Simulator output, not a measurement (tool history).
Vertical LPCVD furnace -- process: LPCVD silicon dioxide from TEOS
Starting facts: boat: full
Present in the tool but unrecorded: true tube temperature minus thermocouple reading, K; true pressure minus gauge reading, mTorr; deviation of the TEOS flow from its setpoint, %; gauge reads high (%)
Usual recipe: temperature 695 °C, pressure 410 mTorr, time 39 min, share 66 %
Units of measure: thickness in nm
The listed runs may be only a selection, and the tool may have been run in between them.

| run | day | temperature | pressure | time | share | wafers since the last listed run | hours since the last temperature calibration | hours since the pressure gauge was zeroed | hours since the TEOS flow controller was replaced | hours since the gauge calibration | read-back reference wafer on the same gauge, thickness | thickness |
|---|---|---|---|---|---|---|---|---|---|---|---|---|
| 1 | 0 | 695 | 410 | 35 | 66 | 0 | 2900.2 | 4081.5 | 2771.2 | 997.4 | 250.96 | 260.68 |
| 2 | 0.779 | 698 | 410 | 39 | 66 | 260 | 2918.9 | 4100.2 | 2789.9 | 1016.1 | 251.16 | 310.5 |
| 3 | 1.442 | 698 | 410 | 39 | 66 | 221 | 2934.8 | 4116.1 | 2805.8 | 1032 | 250.79 | 312.59 |
| 4 | 2.054 | 695 | 410 | 39 | 66 | 205 | 2949.5 | 4130.8 | 2820.5 | 1046.7 | 250.9 | 290.53 |
| 5 | 2.633 | 695 | 410 | 31.5 | 66 | 193 | 2963.4 | 4144.7 | 2834.4 | 1060.6 | 251.05 | 235.54 |
| 6 | 4.067 | 695 | 410 | 31.5 | 66 | 480 | 2997.8 | 4179.1 | 2868.8 | 1095 | 251.17 | 235.5 |
| 7 | 5.396 | 695 | 410 | 39 | 71 | 445 | 3029.7 | 4211 | 2900.7 | 1126.9 | 250.88 | 303.51 |
|  | 5.483 | gauge calibrated |
| 8 | 5.958 | 695 | 410 | 39 | 71 | 188 | 3043.2 | 4224.5 | 2914.2 | 11.4 | 250.96 | 300.84 |
|  | 8.004 | TEOS flow controller replaced |
| 9 | 8.025 | 695 | 465 | 39 | 66 | 357 | 3092.8 | 4274.1 | 0.5 | 61 | 251.07 | 309.75 |
| 10 | 8.567 | 695 | 410 | 39 | 66 | 181 | 3105.8 | 4287.1 | 13.5 | 74 | 251.06 | 289.26 |
| 11 | 9.571 | 695 | 410 | 39 | 66 | 336 | 3129.9 | 4311.2 | 37.6 | 98.1 | 250.93 | 291.16 |
| 12 | 10.775 | 706 | 410 | 52 | 66 | 403 | 3158.8 | 4340.1 | 66.5 | 127 | 251.14 | 503.48 |
| 13 | 12.238 | 683 | 410 | 33.5 | 66 | 489 | 3193.9 | 4375.2 | 101.6 | 162.1 | 250.99 | 187.72 |
|  | 13.792 | pressure gauge zeroed |
| 14 | 13.812 | 695 | 410 | 39 | 66 | 192 | 3231.7 | 0.5 | 139.4 | 199.9 | 251.34 | 292.4 |
| 15 | 14.567 | 707 | 370 | 39 | 66 | 252 | 3249.8 | 18.6 | 157.5 | 218 | 251.06 | 363.04 |
| 16 | 15.258 | 695 | 410 | 39 | 66 | 231 | 3266.4 | 35.2 | 174.1 | 234.6 | 250.76 | 289.48 |
| 17 | 15.938 | 706 | 410 | 27.5 | 66 | 227 | 3282.7 | 51.5 | 190.4 | 250.9 | 250.9 | 262.92 |
| 18 | 16.742 | 695 | 410 | 39 | 58 | 269 | 3302 | 70.8 | 209.7 | 270.2 | 250.81 | 272.31 |
| 19 | 18.162 | 687 | 310 | 39 | 77 | 475 | 3336.1 | 104.9 | 243.8 | 304.3 | 250.99 | 225.63 |
| 20 | 19.404 | 695 | 410 | 39 | 66 | 415 | 3365.9 | 134.7 | 273.6 | 334.1 | 250.92 | 290.33 |
|  | 20.433 | thermocouples replaced and temperature profile calibrated |
| 21 | 20.508 | 695 | 410 | 39 | 66 | 34 | 1.8 | 161.2 | 300.1 | 360.6 | 251.03 | 290.64 |
| 22 | 21.733 | 695 | 410 | 39 | 77 | 410 | 31.2 | 190.6 | 329.5 | 390 | 251.04 | 314.93 |
| 23 | 22.533 | 695 | 410 | 39 | 66 | 267 | 50.4 | 209.8 | 348.7 | 409.2 | 250.95 | 289.32 |
| 24 | 23.688 | 689 | 490 | 51 | 66 | 386 | 78.1 | 237.5 | 376.4 | 436.9 | 251.1 | 359.25 |
| 25 | 24.875 | 695 | 410 | 39 | 66 | 397 | 106.6 | 266 | 404.9 | 465.4 | 251.21 | 289.83 |
| 26 | 25.571 | 695 | 360 | 39 | 66 | 233 | 123.3 | 282.7 | 421.6 | 482.1 | 250.85 | 273.18 |
| 27 | 26.167 | 695 | 410 | 29 | 78 | 199 | 137.6 | 297 | 435.9 | 496.4 | 250.94 | 235.79 |
| 28 | 26.717 | 690 | 465 | 39 | 66 | 184 | 150.8 | 310.2 | 449.1 | 509.6 | 251.07 | 275.67 |
| 29 | 28.212 | 695 | 410 | 39 | 66 | 500 | 186.7 | 346.1 | 485 | 545.5 | 251 | 289.25 |
| 30 | 29.571 | 703 | 375 | 39 | 66 | 454 | 219.3 | 378.7 | 517.6 | 578.1 | 251.17 | 333.01 |

What if the next run were any one of these 5? Each begins from the tool's condition after run 30:
| A | 29.788 | 695 | 410 | 39 | 66 | 72 | 224.5 | 383.9 | 522.8 | 583.3 | ? | ? |
| B | 29.788 | 695 | 410 | 25 | 66 | 72 | 224.5 | 383.9 | 522.8 | 583.3 | ? | ? |
| C | 29.788 | 692 | 355 | 28 | 66 | 72 | 224.5 | 383.9 | 522.8 | 583.3 | ? | ? |
| D | 29.788 | 695 | 485 | 39 | 71 | 72 | 224.5 | 383.9 | 522.8 | 583.3 | ? | ? |
| E | 29.788 | 698 | 330 | 39 | 66 | 72 | 224.5 | 383.9 | 522.8 | 583.3 | ? | ? |

| run | read-back reference wafer on the same gauge, thickness | thickness |
|---|---|---|
| A | 251.24 | 291.4 |
| B | 251.24 | 186.8 |
| C | 251.24 | 181.38 |
| D | 251.24 | 328.72 |
| E | 251.24 | 280.47 |
With no hidden state in the tool, these same runs would have given:
| run | thickness |
|---|---|
| A | 291.4 |
| B | 186.8 |
| C | 181.38 |
| D | 328.72 |
| E | 280.47 |
